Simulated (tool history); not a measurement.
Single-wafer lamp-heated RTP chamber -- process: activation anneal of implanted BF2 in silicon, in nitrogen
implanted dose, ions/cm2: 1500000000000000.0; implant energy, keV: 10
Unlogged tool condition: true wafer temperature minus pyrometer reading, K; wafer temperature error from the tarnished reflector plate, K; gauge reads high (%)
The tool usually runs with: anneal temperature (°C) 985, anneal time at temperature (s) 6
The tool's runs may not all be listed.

| run | hour | anneal temperature (°C) | anneal time at temperature (s) | wafers since the last listed run | wafers since the last pyrometer calibration | wafers since the reflector plate was cleaned | hours since the gauge calibration | read-back reference wafer on the same gauge, sheet resistance | sheet resistance of the implanted and annealed layer (ohm/square) |
|---|---|---|---|---|---|---|---|---|---|
| 1 | 0.0 | 985 | 8 | 0 | 8780 | 146 | 370.2 | 338.06 | 328.98 |
| 2 | 37.8 | 985 | 6 | 744 | 9525 | 891 | 408.0 | 337.79 | 340.62 |
| 3 | 93.1 | 985 | 6 | 1089 | 10615 | 1981 | 463.3 | 337.91 | 339.76 |
|  | 152.5 | pyrometer window cleaned and pyrometer calibrated |
| 4 | 195.9 | 1004 | 8 | 1868 | 855 | 3849 | 566.1 | 338.44 | 285.61 |
| 5 | 486.8 | 1004 | 8 | 5732 | 6587 | 9581 | 857.0 | 337.78 | 282.54 |
| 6 | 572.3 | 1004 | 8 | 1684 | 8272 | 11266 | 942.5 | 338.16 | 281.68 |
|  | 632.4 | reflector plate cleaned |
| 7 | 632.9 | 985 | 6 | 1036 | 9308 | 8 | 1003.1 | 338.33 | 341.28 |
| 8 | 671.3 | 985 | 6 | 756 | 10065 | 765 | 1041.5 | 338.05 | 341.26 |
| 9 | 741.6 | 985 | 6 | 1385 | 11450 | 2150 | 1111.8 | 337.95 | 341.28 |
| 10 | 786.9 | 985 | 6 | 892 | 12343 | 3043 | 1157.1 | 337.88 | 342.29 |
|  | 879.0 | pyrometer window cleaned and pyrometer calibrated |
| 11 | 879.5 | 985 | 6 | 1667 | 9 | 4710 | 1249.7 | 337.68 | 346.16 |
| 12 | 940.2 | 985 | 6 | 1196 | 1205 | 5906 | 1310.4 | 337.82 | 346.33 |
| 13 | 1017.8 | 985 | 6 | 1529 | 2734 | 7435 | 1388.0 | 337.93 | 345.20 |
| 14 | 1074.3 | 985 | 6 | 1113 | 3848 | 8549 | 1444.5 | 337.66 | 341.93 |
| 15 | 1137.2 | 996 | 6 | 1239 | 5087 | 9788 | 1507.4 | 338.01 | 315.83 |
|  | 1354.6 | reflector plate cleaned |
| 16 | 1442.2 | 996 | 6 | 5852 | 10940 | 1726 | 1812.4 | 337.84 | 314.61 |
|  | 1624.2 | gauge calibrated |
|  | 1628.4 | pyrometer window cleaned and pyrometer calibrated |
| 17 | 1645.3 | 957 | 10 | 3844 | 332 | 5570 | 21.1 | 338.12 | 403.35 |
| 18 | 1728.3 | 997 | 4 | 1635 | 1967 | 7206 | 104.1 | 337.62 | 333.44 |
| 19 | 1820.3 | 985 | 6 | 1812 | 3780 | 9018 | 196.1 | 338.28 | 342.96 |

Expected results for the next run?
| 20 | 1913.8 | 973 | 3 | 1842 | 5622 | 10861 | 289.6 | ? | ? |

read-back reference wafer on the same gauge, sheet resistance: 338.02
sheet resistance of the implanted and annealed layer (ohm/square): 395.34
With no hidden state in the tool, this same run would have given sheet resistance of the implanted and annealed layer (ohm/square) 399.07.
